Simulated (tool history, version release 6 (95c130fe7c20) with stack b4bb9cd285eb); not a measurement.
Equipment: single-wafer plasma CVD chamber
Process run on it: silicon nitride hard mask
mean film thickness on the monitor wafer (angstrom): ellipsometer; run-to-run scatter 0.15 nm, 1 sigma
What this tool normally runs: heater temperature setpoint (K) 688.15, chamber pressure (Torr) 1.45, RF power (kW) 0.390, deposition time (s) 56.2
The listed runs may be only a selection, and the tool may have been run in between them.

run   hour  heater temperature setpoint (K)  chamber pressure (Torr)  RF power (kW)  deposition time (s)  read-back reference wafer on the same gauge, thickness_nm  mean film thickness on the monitor wafer (angstrom)
  1    0.0                           678.15                     1.45          0.390                 56.2                                                     85.726                                               709.95
  2   27.0                           688.15                     1.45          0.390                 56.2                                                     85.751                                               708.73
  3   40.1                           688.15                     1.45          0.390                 56.2                                                     85.850                                               705.08
  4   52.7                           688.15                     1.45          0.390                 56.2                                                     85.789                                               708.61
  5   88.1                           688.15                     1.37          0.390                 56.2                                                     85.871                                               692.17
  6  107.4                           688.15                     1.37          0.390                 56.2                                                     85.777                                               695.11
  7  134.9                           688.15                     1.45          0.390                 56.2                                                     85.811                                               705.59
     160.2  -- RF generator calibrated
     161.7  -- gauge calibrated
     164.1  -- showerhead replaced
  8  164.6                           688.15                     1.45          0.425                 56.2                                                     85.813                                               760.29
  9  172.4                           688.15                     1.45          0.390                 56.2                                                     85.745                                               732.57
 10  189.0                           688.15                     1.45          0.390                 56.2                                                     85.729                                               730.74
 11  210.5                           688.15                     1.45          0.390                 56.2                                                     85.803                                               731.22
     226.6  -- capacitance manometer re-zeroed and calibrated
 12  240.3                           683.15                     1.80          0.350                 63.6                                                     85.762                                               838.55
 13  262.5                           688.15                     1.76          0.390                 49.8                                                     85.774                                               683.77
 14  288.9                           696.15                     1.45          0.390                 56.2                                                     85.853                                               722.42
     321.9  -- thermocouple changed; heater temperature recalibrated
 15  322.4                           688.15                     1.18          0.330                 56.2                                                     85.838                                               630.21
 16  336.6                           688.15                     1.45          0.390                 62.7                                                     85.754                                               808.74
 17  355.2                           688.15                     1.45          0.390                 56.2                                                     85.793                                               725.17
 18  415.6                           688.15                     1.45          0.390                 56.2                                                     85.785                                               723.47
 19  456.2                           683.15                     1.45          0.320                 56.2                                                     85.849                                               662.36
 20  475.5                           678.15                     1.45          0.390                 56.2                                                     85.855                                               725.06
 21  494.1                           674.15                     1.14          0.370                 56.2                                                     85.782                                               656.93

4 ways to go on from here, each from the tool as it stands after run 21. What would each give?
  A  494.5                           688.15                     1.45          0.390                 61.9                                                          ?                                                    ?
  B  494.5                           688.15                     1.79          0.390                 59.1                                                          ?                                                    ?
  C  494.5                           699.15                     1.45          0.390                 56.2                                                          ?                                                    ?
  D  494.5                           688.15                     1.58          0.445                 61.9                                                          ?                                                    ?

run  read-back reference wafer on the same gauge, thickness_nm  mean film thickness on the monitor wafer (angstrom)
  A                                                     85.783                                               795.91
  B                                                     85.783                                               809.41
  C                                                     85.783                                               719.63
  D                                                     85.783                                               867.44
Without the tool's hidden state the same runs would have given:
run  mean film thickness on the monitor wafer (angstrom)
  A                                               813.06
  B                                               826.85
  C                                               735.13
  D                                               884.75

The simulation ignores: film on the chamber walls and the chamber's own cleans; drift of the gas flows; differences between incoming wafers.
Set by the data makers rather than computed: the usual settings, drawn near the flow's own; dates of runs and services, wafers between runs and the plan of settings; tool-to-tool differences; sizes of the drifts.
